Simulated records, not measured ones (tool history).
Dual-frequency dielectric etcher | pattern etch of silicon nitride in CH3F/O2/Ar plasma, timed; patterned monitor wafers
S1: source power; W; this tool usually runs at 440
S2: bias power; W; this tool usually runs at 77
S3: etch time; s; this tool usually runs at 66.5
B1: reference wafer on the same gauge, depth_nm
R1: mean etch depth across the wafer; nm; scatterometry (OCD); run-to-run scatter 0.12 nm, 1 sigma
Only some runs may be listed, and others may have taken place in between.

{"run": 1, "hour": 0.0, "S1": 440, "S2": 77, "S3": 66.5, "B1": 44.01, "R1": 51.08}
{"run": 2, "hour": 107.2, "S1": 440, "S2": 77, "S3": 66.5, "B1": 43.98, "R1": 51.06}
{"run": 3, "hour": 211.3, "S1": 440, "S2": 77, "S3": 66.5, "B1": 43.99, "R1": 51.3}
{"run": 4, "hour": 292.1, "S1": 440, "S2": 77, "S3": 66.5, "B1": 44.01, "R1": 51.41}
{"hour": 347.7, "done": "wet clean of the chamber"}
{"run": 5, "hour": 397.6, "S1": 440, "S2": 77, "S3": 66.5, "B1": 43.99, "R1": 50.1}
{"run": 6, "hour": 495.4, "S1": 440, "S2": 77, "S3": 66.5, "B1": 44.03, "R1": 50.47}
{"run": 7, "hour": 562.7, "S1": 440, "S2": 77, "S3": 66.5, "B1": 44.02, "R1": 50.56}
{"run": 8, "hour": 642.3, "S1": 440, "S2": 81, "S3": 66.5, "B1": 43.97, "R1": 51.8}
{"run": 9, "hour": 731.5, "S1": 440, "S2": 81, "S3": 66.5, "B1": 44.01, "R1": 52.11}
{"run": 10, "hour": 800.4, "S1": 440, "S2": 85, "S3": 66.5, "B1": 44, "R1": 52.97}
{"run": 11, "hour": 866.2, "S1": 400, "S2": 87, "S3": 54, "B1": 43.98, "R1": 42.63}
{"hour": 896.0, "done": "wet clean of the chamber"}
{"run": 12, "hour": 947.9, "S1": 440, "S2": 77, "S3": 66.5, "B1": 44.02, "R1": 50.15}

Estimate the outcome of run 13 from the log above:
{"hour": 993.0, "done": "bias power generator calibrated"}
{"run": 13, "hour": 993.5, "S1": 500, "S2": 96, "S3": 54.5, "B1": "?", "R1": "?"}

B1: 44.03
R1: 47.07 nm
The same run, on a tool lacking any hidden state, would have yielded R1 47.23 nm.
